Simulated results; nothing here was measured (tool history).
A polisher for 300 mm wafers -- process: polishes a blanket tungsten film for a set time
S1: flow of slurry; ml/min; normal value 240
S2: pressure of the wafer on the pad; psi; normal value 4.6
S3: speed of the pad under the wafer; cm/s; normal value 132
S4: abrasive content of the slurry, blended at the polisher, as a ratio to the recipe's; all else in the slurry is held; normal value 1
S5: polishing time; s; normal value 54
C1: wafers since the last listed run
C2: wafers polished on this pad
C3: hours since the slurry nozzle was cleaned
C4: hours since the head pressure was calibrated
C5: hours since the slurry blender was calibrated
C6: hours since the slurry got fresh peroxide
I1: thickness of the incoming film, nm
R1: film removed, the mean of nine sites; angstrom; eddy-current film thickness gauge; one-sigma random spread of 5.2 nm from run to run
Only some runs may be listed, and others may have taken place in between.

Run 1, hour 0: usual settings; C1 0; C2 38; C3 245.7; C4 110.7; C5 31.1; C6 123.6; I1 1247.2. Result: R1 3537 angstrom.
At hour 2.8: slurry tank refilled with fresh slurry and peroxide.
Run 2, hour 25.9: usual settings; C1 311; C2 350; C3 271.6; C4 136.6; C5 57; C6 23.1; I1 1235.5. Result: R1 4181 angstrom.
Run 3, hour 61.1: usual settings; C1 440; C2 790; C3 306.8; C4 171.8; C5 92.2; C6 58.3; I1 1233.3. Result: R1 4026 angstrom.
At hour 76.6: worn pad replaced by a new one.
At hour 80.7: slurry blender recalibrated.
Run 4, hour 88.2: usual settings; C1 264; C2 119; C3 333.9; C4 198.9; C5 7.5; C6 85.4; I1 1223.2. Result: R1 3913 angstrom.
Run 5, hour 107.3: usual settings; C1 239; C2 358; C3 353; C4 218; C5 26.6; C6 104.5; I1 1277.3. Result: R1 3658 angstrom.
At hour 120: slurry tank refilled with fresh slurry and peroxide.
Run 6, hour 125: usual settings but S2 3.7 psi; C1 208; C2 567; C3 370.7; C4 235.7; C5 44.3; C6 5; I1 1267.1. Result: R1 3351 angstrom.
Run 7, hour 147.5: usual settings but S2 3.7 psi; C1 281; C2 849; C3 393.2; C4 258.2; C5 66.8; C6 27.5; I1 1243.5. Result: R1 3306 angstrom.
At hour 159.6: worn pad replaced by a new one.
Run 8, hour 170.7: usual settings but S2 3.7 psi; C1 240; C2 138; C3 416.4; C4 281.4; C5 90; C6 50.7; I1 1253. Result: R1 3379 angstrom.
At hour 185.7: slurry nozzle cleaned.
Run 9, hour 199: usual settings but S1 295 ml/min; C1 341; C2 480; C3 13.3; C4 309.7; C5 118.3; C6 79; I1 1253.9. Result: R1 4017 angstrom.
Run 10, hour 214.5: usual settings but S1 295 ml/min; C1 193; C2 674; C3 28.8; C4 325.2; C5 133.8; C6 94.5; I1 1228.7. Result: R1 3931 angstrom.
At hour 221: slurry blender recalibrated.
At hour 228.1: slurry tank refilled with fresh slurry and peroxide.
Run 11, hour 246.8: usual settings; C1 366; C2 1040; C3 61.1; C4 357.5; C5 25.8; C6 18.7; I1 1237.6. Result: R1 4227 angstrom.
At hour 251.2: worn pad replaced by a new one, of another model than before.
Run 12, hour 276.6: usual settings but S3 166 cm/s; C1 322; C2 317; C3 90.9; C4 387.3; C5 55.6; C6 48.5; I1 1249.6. Result: R1 4577 angstrom.
Run 13, hour 290.4: usual settings but S1 165 ml/min, S2 3.7 psi, S4 1.3; C1 172; C2 490; C3 104.7; C4 401.1; C5 69.4; C6 62.3; I1 1255.8. Result: R1 3588 angstrom.
Run 14, hour 304.8: usual settings but S1 285 ml/min, S2 5.9 psi; C1 180; C2 670; C3 119.1; C4 415.5; C5 83.8; C6 76.7; I1 1242.1. Result: R1 4731 angstrom.
Run 15, hour 323: usual settings but S2 4 psi, S3 174 cm/s; C1 227; C2 898; C3 137.3; C4 433.7; C5 102; C6 94.9; I1 1261.4. Result: R1 4001 angstrom.
At hour 344.7: slurry tank refilled with fresh slurry and peroxide.
Run 16, hour 346.2: usual settings but S2 5.5 psi, S4 1.15; C1 277; C2 1175; C3 160.5; C4 456.9; C5 125.2; C6 1.5; I1 1248.8. Result: R1 4762 angstrom.
At hour 351.3: worn pad replaced by a new one.
At hour 360.6: head pressure recalibrated.
At hour 360.9: slurry blender recalibrated.
Run 17, hour 370.9: usual settings but S4 1.2; C1 229; C2 215; C3 185.2; C4 10.3; C5 10; C6 26.2; I1 1246.8. Result: R1 4214 angstrom.
Run 18, hour 386.9: usual settings but S2 5.4 psi; C1 200; C2 415; C3 201.2; C4 26.3; C5 26; C6 42.2; I1 1257.2. Result: R1 4652 angstrom.
Run 19, hour 420.6: usual settings; C1 421; C2 837; C3 234.9; C4 60; C5 59.7; C6 75.9; I1 1255.5. Result: R1 3894 angstrom.
At hour 440.6: slurry tank refilled with fresh slurry and peroxide.
At hour 445.9: worn pad replaced by a new one.
Run 20, hour 446.7: usual settings but S4 1.2, S5 62 s; C1 264; C2 10; C3 261; C4 86.1; C5 85.8; C6 6.1; I1 1242.6. Result: R1 4804 angstrom.
Run 21, hour 466.5: usual settings but S2 5.2 psi; C1 247; C2 258; C3 280.8; C4 105.9; C5 105.6; C6 25.9; I1 1258.1. Result: R1 4470 angstrom.

How the hidden state differs across the entries between the runs, from the last listed run before each to the first after it:
In the gap between runs 1 and 2: slurry tank refilled with fresh slurry and peroxide (hour 2.8)
  peroxide lost from the slurry, %: 35.2 -> 4.78
  measured value less the no-hidden-state value, R1: -676 -> -78 angstrom
In the gap between runs 3 and 4: worn pad replaced by a new one (hour 76.6); slurry blender recalibrated (hour 80.7)
  peroxide lost from the slurry, %: 11.1 -> 19.7
  measured value less the no-hidden-state value, R1: -187 -> -349 angstrom
In the gap between runs 5 and 6: slurry tank refilled with fresh slurry and peroxide (hour 120)
  peroxide lost from the slurry, %: 27.7 -> 0.346
  measured value less the no-hidden-state value, R1: -502 -> -5 angstrom
In the gap between runs 7 and 8: worn pad replaced by a new one (hour 159.6)
  peroxide lost from the slurry, %: 1.96 -> 5.96
  measured value less the no-hidden-state value, R1: -26 -> -80 angstrom
In the gap between runs 8 and 9: slurry nozzle cleaned (hour 185.7)
  peroxide lost from the slurry, %: 5.96 -> 14.1
  measured value less the no-hidden-state value, R1: -80 -> -242 angstrom
In the gap between runs 10 and 11: slurry blender recalibrated (hour 221); slurry tank refilled with fresh slurry and peroxide (hour 228.1)
  peroxide lost from the slurry, %: 20 -> 1.66
  measured value less the no-hidden-state value, R1: -357 -> -27 angstrom
In the gap between runs 11 and 12: worn pad replaced by a new one, of another model than before (hour 251.2)
  peroxide lost from the slurry, %: 1.66 -> 6.08
  measured value less the no-hidden-state value, R1: -27 -> -110 angstrom
In the gap between runs 15 and 16: slurry tank refilled with fresh slurry and peroxide (hour 344.7)
  peroxide lost from the slurry, %: 20.8 -> 1.68
  measured value less the no-hidden-state value, R1: -381 -> -31 angstrom
In the gap between runs 16 and 17: worn pad replaced by a new one (hour 351.3); head pressure recalibrated (hour 360.6); slurry blender recalibrated (hour 360.9)
  peroxide lost from the slurry, %: 1.68 -> 3.19
  measured value less the no-hidden-state value, R1: -31 -> -52 angstrom
In the gap between runs 19 and 20: slurry tank refilled with fresh slurry and peroxide (hour 440.6); worn pad replaced by a new one (hour 445.9)
  peroxide lost from the slurry, %: 14.4 -> 3.5
  measured value less the no-hidden-state value, R1: -241 -> -65 angstrom
